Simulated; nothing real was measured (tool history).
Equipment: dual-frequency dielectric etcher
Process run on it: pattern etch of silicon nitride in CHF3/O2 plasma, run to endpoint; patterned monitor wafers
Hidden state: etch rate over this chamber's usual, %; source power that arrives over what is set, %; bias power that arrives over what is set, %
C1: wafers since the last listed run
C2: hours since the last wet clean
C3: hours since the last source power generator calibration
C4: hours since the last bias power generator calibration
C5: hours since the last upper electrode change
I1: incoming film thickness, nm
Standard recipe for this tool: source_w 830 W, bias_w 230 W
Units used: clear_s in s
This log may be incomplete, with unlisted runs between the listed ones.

Run 1, hour 0.0: usual settings; C1 0; C2 253.9; C3 4731.4; C4 2440.2; C5 3852.0; I1 82.5. Result: clear_s 46.0 s.
Run 2, hour 39.7: usual settings; C1 533; C2 293.6; C3 4771.1; C4 2479.9; C5 3891.7; I1 82.1. Result: clear_s 45.5 s.
Run 3, hour 88.4: usual settings; C1 654; C2 342.3; C3 4819.8; C4 2528.6; C5 3940.4; I1 83.3. Result: clear_s 46.1 s.
At hour 143.1: source power generator calibrated.
Run 4, hour 157.7: usual settings; C1 877; C2 411.6; C3 14.6; C4 2597.9; C5 4009.7; I1 82.5. Result: clear_s 45.4 s.
Run 5, hour 218.5: usual settings; C1 817; C2 472.4; C3 75.4; C4 2658.7; C5 4070.5; I1 82.8. Result: clear_s 45.9 s.
Run 6, hour 263.4: usual settings; C1 603; C2 517.3; C3 120.3; C4 2703.6; C5 4115.4; I1 82.9. Result: clear_s 45.7 s.
Run 7, hour 296.5: usual settings; C1 445; C2 550.4; C3 153.4; C4 2736.7; C5 4148.5; I1 82.8. Result: clear_s 45.7 s.
Run 8, hour 334.1: usual settings but source_w 970 W; C1 505; C2 588.0; C3 191.0; C4 2774.3; C5 4186.1; I1 82.6. Result: clear_s 43.1 s.
At hour 377.2: wet clean of the chamber.
Run 9, hour 377.7: usual settings but source_w 970 W; C1 263; C2 0.5; C3 234.6; C4 2817.9; C5 4229.7; I1 82.8. Result: clear_s 44.0 s.
Run 10, hour 420.1: usual settings but source_w 970 W; C1 570; C2 42.9; C3 277.0; C4 2860.3; C5 4272.1; I1 82.3. Result: clear_s 43.6 s.
Run 11, hour 473.1: usual settings; C1 712; C2 95.9; C3 330.0; C4 2913.3; C5 4325.1; I1 83.7. Result: clear_s 46.7 s.
Run 12, hour 524.0: usual settings but source_w 680 W, bias_w 179 W; C1 684; C2 146.8; C3 380.9; C4 2964.2; C5 4376.0; I1 83.0. Result: clear_s 55.2 s.
Run 13, hour 581.8: usual settings but source_w 620 W; C1 777; C2 204.6; C3 438.7; C4 3022.0; C5 4433.8; I1 83.6. Result: clear_s 51.0 s.
Run 14, hour 646.0: usual settings; C1 863; C2 268.8; C3 502.9; C4 3086.2; C5 4498.0; I1 82.4. Result: clear_s 45.8 s.
Run 15, hour 714.3: usual settings but source_w 750 W, bias_w 201 W; C1 918; C2 337.1; C3 571.2; C4 3154.5; C5 4566.3; I1 81.7. Result: clear_s 49.7 s.
At hour 750.4: upper electrode replaced.
Run 16, hour 759.0: usual settings but source_w 620 W, bias_w 173 W; C1 278; C2 381.8; C3 615.9; C4 3199.2; C5 8.6; I1 83.1. Result: clear_s 57.8 s.
Run 17, hour 801.9: usual settings but source_w 670 W, bias_w 176 W; C1 576; C2 424.7; C3 658.8; C4 3242.1; C5 51.5; I1 82.4. Result: clear_s 55.1 s.
Run 18, hour 850.1: usual settings but bias_w 205 W; C1 648; C2 472.9; C3 707.0; C4 3290.3; C5 99.7; I1 81.2. Result: clear_s 47.2 s.
Run 19, hour 907.7: usual settings but source_w 890 W, bias_w 284 W; C1 774; C2 530.5; C3 764.6; C4 3347.9; C5 157.3; I1 83.5. Result: clear_s 41.2 s.
Run 20, hour 942.8: usual settings but source_w 740 W, bias_w 203 W; C1 471; C2 565.6; C3 799.7; C4 3383.0; C5 192.4; I1 82.2. Result: clear_s 49.8 s.
At hour 976.1: bias power generator calibrated.
Run 21, hour 989.2: usual settings but source_w 890 W, bias_w 266 W; C1 570; C2 612.0; C3 846.1; C4 13.1; C5 238.8; I1 82.8. Result: clear_s 40.7 s.
Run 22, hour 1025.4: usual settings but source_w 780 W, bias_w 278 W; C1 486; C2 648.2; C3 882.3; C4 49.3; C5 275.0; I1 81.9. Result: clear_s 41.4 s.
At hour 1062.5: wet clean of the chamber.
Run 23, hour 1063.0: usual settings; C1 182; C2 0.5; C3 919.9; C4 86.9; C5 312.6; I1 82.7. Result: clear_s 44.9 s.
Run 24, hour 1116.9: usual settings but source_w 1000 W, bias_w 187 W; C1 724; C2 54.4; C3 973.8; C4 140.8; C5 366.5; I1 82.8. Result: clear_s 46.5 s.
Run 25, hour 1168.5: usual settings; C1 693; C2 106.0; C3 1025.4; C4 192.4; C5 418.1; I1 82.1. Result: clear_s 44.8 s.
Run 26, hour 1210.2: usual settings but source_w 910 W, bias_w 285 W; C1 560; C2 147.7; C3 1067.1; C4 234.1; C5 459.8; I1 83.0. Result: clear_s 40.2 s.
Run 27, hour 1245.8: usual settings but source_w 740 W, bias_w 254 W; C1 478; C2 183.3; C3 1102.7; C4 269.7; C5 495.4; I1 82.1. Result: clear_s 44.6 s.
Run 28, hour 1275.2: usual settings but bias_w 270 W; C1 395; C2 212.7; C3 1132.1; C4 299.1; C5 524.8; I1 82.4. Result: clear_s 42.0 s.
Run 29, hour 1337.5: usual settings but bias_w 213 W; C1 837; C2 275.0; C3 1194.4; C4 361.4; C5 587.1; I1 82.3. Result: clear_s 46.5 s.
Run 30, hour 1367.1: usual settings but source_w 670 W, bias_w 207 W; C1 397; C2 304.6; C3 1224.0; C4 391.0; C5 616.7; I1 82.1. Result: clear_s 50.2 s.
Run 31, hour 1392.3: usual settings but source_w 730 W, bias_w 174 W; C1 338; C2 329.8; C3 1249.2; C4 416.2; C5 641.9; I1 82.5. Result: clear_s 53.1 s.

Run 32 has not been measured yet. What should we expect?
Run 32, hour 1442.5: usual settings; C1 674; C2 380.0; C3 1299.4; C4 466.4; C5 692.1; I1 82.4. Result: clear_s ?.

Run 32 produced clear_s 44.7 s.
With the hidden condition absent and the run-to-run variation left alone, this run would have shown clear_s 44.9 s.
